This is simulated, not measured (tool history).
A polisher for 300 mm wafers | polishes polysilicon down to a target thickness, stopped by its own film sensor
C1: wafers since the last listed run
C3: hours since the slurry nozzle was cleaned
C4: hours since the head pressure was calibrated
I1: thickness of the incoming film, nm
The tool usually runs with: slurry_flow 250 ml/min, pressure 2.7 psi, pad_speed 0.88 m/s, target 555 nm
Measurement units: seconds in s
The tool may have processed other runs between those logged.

run 1 hour=0.0 | slurry_flow=250 pressure=2.7 pad_speed=0.88 target=603 | C1=0 wafers_polished_on_this_pad=1096 C3=356.3 C4=737.0 | I1=998.2 | seconds=46.7
-- hour=21.3 head pressure recalibrated
run 2 hour=24.1 | slurry_flow=250 pressure=2.7 pad_speed=0.88 target=555 | C1=245 wafers_polished_on_this_pad=1341 C3=380.4 C4=2.8 | I1=987.1 | seconds=57.8
run 3 hour=43.1 | slurry_flow=250 pressure=2.7 pad_speed=0.88 target=555 | C1=210 wafers_polished_on_this_pad=1552 C3=399.4 C4=21.8 | I1=991.1 | seconds=56.7
run 4 hour=60.0 | slurry_flow=250 pressure=2.7 pad_speed=0.88 target=555 | C1=187 wafers_polished_on_this_pad=1739 C3=416.3 C4=38.7 | I1=983.0 | seconds=55.7
run 5 hour=84.6 | slurry_flow=250 pressure=2.7 pad_speed=0.88 target=555 | C1=272 wafers_polished_on_this_pad=2012 C3=440.9 C4=63.3 | I1=973.0 | seconds=56.3
run 6 hour=118.8 | slurry_flow=250 pressure=2.7 pad_speed=0.88 target=555 | C1=379 wafers_polished_on_this_pad=2391 C3=475.1 C4=97.5 | I1=996.5 | seconds=59.7
-- hour=126.8 worn pad replaced by a new one
run 7 hour=144.2 | slurry_flow=250 pressure=2.7 pad_speed=0.88 target=555 | C1=237 wafers_polished_on_this_pad=193 C3=500.5 C4=122.9 | I1=983.8 | seconds=58.6
-- hour=148.9 slurry nozzle cleaned
run 8 hour=172.2 | slurry_flow=250 pressure=2.7 pad_speed=0.88 target=555 | C1=299 wafers_polished_on_this_pad=492 C3=23.3 C4=150.9 | I1=1005.6 | seconds=57.7
run 9 hour=202.1 | slurry_flow=250 pressure=2.7 pad_speed=0.88 target=555 | C1=331 wafers_polished_on_this_pad=824 C3=53.2 C4=180.8 | I1=975.3 | seconds=51.8
run 10 hour=221.1 | slurry_flow=250 pressure=2.7 pad_speed=0.88 target=458 | C1=210 wafers_polished_on_this_pad=1035 C3=72.2 C4=199.8 | I1=1001.2 | seconds=68.4
run 11 hour=237.3 | slurry_flow=250 pressure=2.7 pad_speed=0.88 target=458 | C1=179 wafers_polished_on_this_pad=1214 C3=88.4 C4=216.0 | I1=993.1 | seconds=68.4
run 12 hour=258.5 | slurry_flow=250 pressure=2.7 pad_speed=0.88 target=458 | C1=235 wafers_polished_on_this_pad=1450 C3=109.6 C4=237.2 | I1=975.6 | seconds=64.9
run 13 hour=277.8 | slurry_flow=250 pressure=2.7 pad_speed=0.88 target=555 | C1=214 wafers_polished_on_this_pad=1664 C3=128.9 C4=256.5 | I1=990.3 | seconds=55.8
run 14 hour=291.2 | slurry_flow=250 pressure=2.7 pad_speed=0.88 target=476 | C1=148 wafers_polished_on_this_pad=1812 C3=142.3 C4=269.9 | I1=986.6 | seconds=66.1
-- hour=320.1 worn pad replaced by a new one
run 15 hour=320.5 | slurry_flow=250 pressure=2.7 pad_speed=0.88 target=476 | C1=280 wafers_polished_on_this_pad=4 C3=171.6 C4=299.2 | I1=1001.8 | seconds=68.5
run 16 hour=353.4 | slurry_flow=250 pressure=2.7 pad_speed=0.88 target=476 | C1=364 wafers_polished_on_this_pad=369 C3=204.5 C4=332.1 | I1=994.9 | seconds=66.1
run 17 hour=385.0 | slurry_flow=250 pressure=2.7 pad_speed=0.88 target=555 | C1=350 wafers_polished_on_this_pad=720 C3=236.1 C4=363.7 | I1=987.0 | seconds=54.7
run 18 hour=413.9 | slurry_flow=250 pressure=2.7 pad_speed=0.88 target=555 | C1=320 wafers_polished_on_this_pad=1041 C3=265.0 C4=392.6 | I1=997.7 | seconds=55.9
run 19 hour=430.4 | slurry_flow=170 pressure=3.0 pad_speed=1.10 target=640 | C1=183 wafers_polished_on_this_pad=1224 C3=281.5 C4=409.1 | I1=980.4 | seconds=32.9
run 20 hour=484.8 | slurry_flow=340 pressure=1.8 pad_speed=0.62 target=670 | C1=603 wafers_polished_on_this_pad=1827 C3=335.9 C4=463.5 | I1=971.0 | seconds=76.8
run 21 hour=509.6 | slurry_flow=250 pressure=2.7 pad_speed=0.88 target=555 | C1=275 wafers_polished_on_this_pad=2102 C3=360.7 C4=488.3 | I1=998.3 | seconds=55.4
run 22 hour=521.8 | slurry_flow=275 pressure=2.3 pad_speed=1.14 target=501 | C1=135 wafers_polished_on_this_pad=2238 C3=372.9 C4=500.5 | I1=988.1 | seconds=55.3
-- hour=545.9 worn pad replaced by a new one
run 23 hour=556.4 | slurry_flow=310 pressure=2.7 pad_speed=1.08 target=555 | C1=339 wafers_polished_on_this_pad=116 C3=407.5 C4=535.1 | I1=981.7 | seconds=43.1
run 24 hour=571.1 | slurry_flow=250 pressure=2.7 pad_speed=0.88 target=476 | C1=163 wafers_polished_on_this_pad=279 C3=422.2 C4=549.8 | I1=995.7 | seconds=65.9
run 25 hour=602.1 | slurry_flow=200 pressure=2.7 pad_speed=0.88 target=555 | C1=343 wafers_polished_on_this_pad=623 C3=453.2 C4=580.8 | I1=976.4 | seconds=56.3
run 26 hour=626.3 | slurry_flow=250 pressure=2.7 pad_speed=0.88 target=555 | C1=268 wafers_polished_on_this_pad=891 C3=477.4 C4=605.0 | I1=979.6 | seconds=54.3
run 27 hour=649.5 | slurry_flow=175 pressure=3.0 pad_speed=0.88 target=555 | C1=257 wafers_polished_on_this_pad=1149 C3=500.6 C4=628.2 | I1=980.0 | seconds=53.9
run 28 hour=672.4 | slurry_flow=250 pressure=3.5 pad_speed=0.88 target=661 | C1=254 wafers_polished_on_this_pad=1403 C3=523.5 C4=651.1 | I1=988.0 | seconds=32.3
run 29 hour=686.8 | slurry_flow=195 pressure=2.7 pad_speed=0.88 target=555 | C1=159 wafers_polished_on_this_pad=1562 C3=537.9 C4=665.5 | I1=1004.3 | seconds=62.7
-- hour=702.9 slurry nozzle cleaned
-- hour=715.7 head pressure recalibrated
run 30 hour=716.2 | slurry_flow=250 pressure=3.2 pad_speed=0.96 target=555 | C1=292 wafers_polished_on_this_pad=1855 C3=13.3 C4=0.5 | I1=987.9 | seconds=43.5
run 31 hour=745.3 | slurry_flow=250 pressure=1.9 pad_speed=1.00 target=555 | C1=322 wafers_polished_on_this_pad=2178 C3=42.4 C4=29.6 | I1=975.9 | seconds=66.3
-- hour=764.3 worn pad replaced by a new one
run 32 hour=779.5 | slurry_flow=165 pressure=2.7 pad_speed=0.88 target=555 | C1=335 wafers_polished_on_this_pad=168 C3=76.6 C4=63.8 | I1=999.0 | seconds=61.1
run 33 hour=814.7 | slurry_flow=290 pressure=2.7 pad_speed=0.88 target=555 | C1=390 wafers_polished_on_this_pad=558 C3=111.8 C4=99.0 | I1=973.3 | seconds=51.6
run 34 hour=832.6 | slurry_flow=290 pressure=1.9 pad_speed=1.12 target=435 | C1=198 wafers_polished_on_this_pad=757 C3=129.7 C4=116.9 | I1=987.3 | seconds=76.8
run 35 hour=864.9 | slurry_flow=250 pressure=1.9 pad_speed=0.88 target=555 | C1=358 wafers_polished_on_this_pad=1115 C3=162.0 C4=149.2 | I1=981.7 | seconds=79.6
run 36 hour=931.7 | slurry_flow=250 pressure=2.7 pad_speed=0.88 target=555 | C1=741 wafers_polished_on_this_pad=1856 C3=228.8 C4=216.0 | I1=1004.5 | seconds=56.5
run 37 hour=948.9 | slurry_flow=205 pressure=3.4 pad_speed=1.10 target=689 | C1=190 wafers_polished_on_this_pad=2047 C3=246.0 C4=233.2 | I1=980.6 | seconds=24.0
-- hour=968.4 worn pad replaced by a new one
run 38 hour=977.5 | slurry_flow=250 pressure=2.7 pad_speed=0.76 target=432 | C1=272 wafers_polished_on_this_pad=101 C3=274.6 C4=261.8 | I1=993.4 | seconds=81.1

Alternative continuations, all from the tool just after run 38; predict every row:
run A hour=977.9 | slurry_flow=250 pressure=2.7 pad_speed=0.88 target=555 | C1=4 wafers_polished_on_this_pad=105 C3=275.0 C4=262.2 | I1=973.5 | seconds=?
run B hour=977.9 | slurry_flow=250 pressure=3.2 pad_speed=0.70 target=555 | C1=4 wafers_polished_on_this_pad=105 C3=275.0 C4=262.2 | I1=973.5 | seconds=?
run C hour=977.9 | slurry_flow=220 pressure=2.7 pad_speed=1.16 target=652 | C1=4 wafers_polished_on_this_pad=105 C3=275.0 C4=262.2 | I1=973.5 | seconds=?

run=A seconds=52.8
run=B seconds=55.0
run=C seconds=31.9
Take away the tool's hidden state, keep each run's random variation, and the runs would have read:
run=A seconds=52.5
run=B seconds=54.7
run=C seconds=31.7
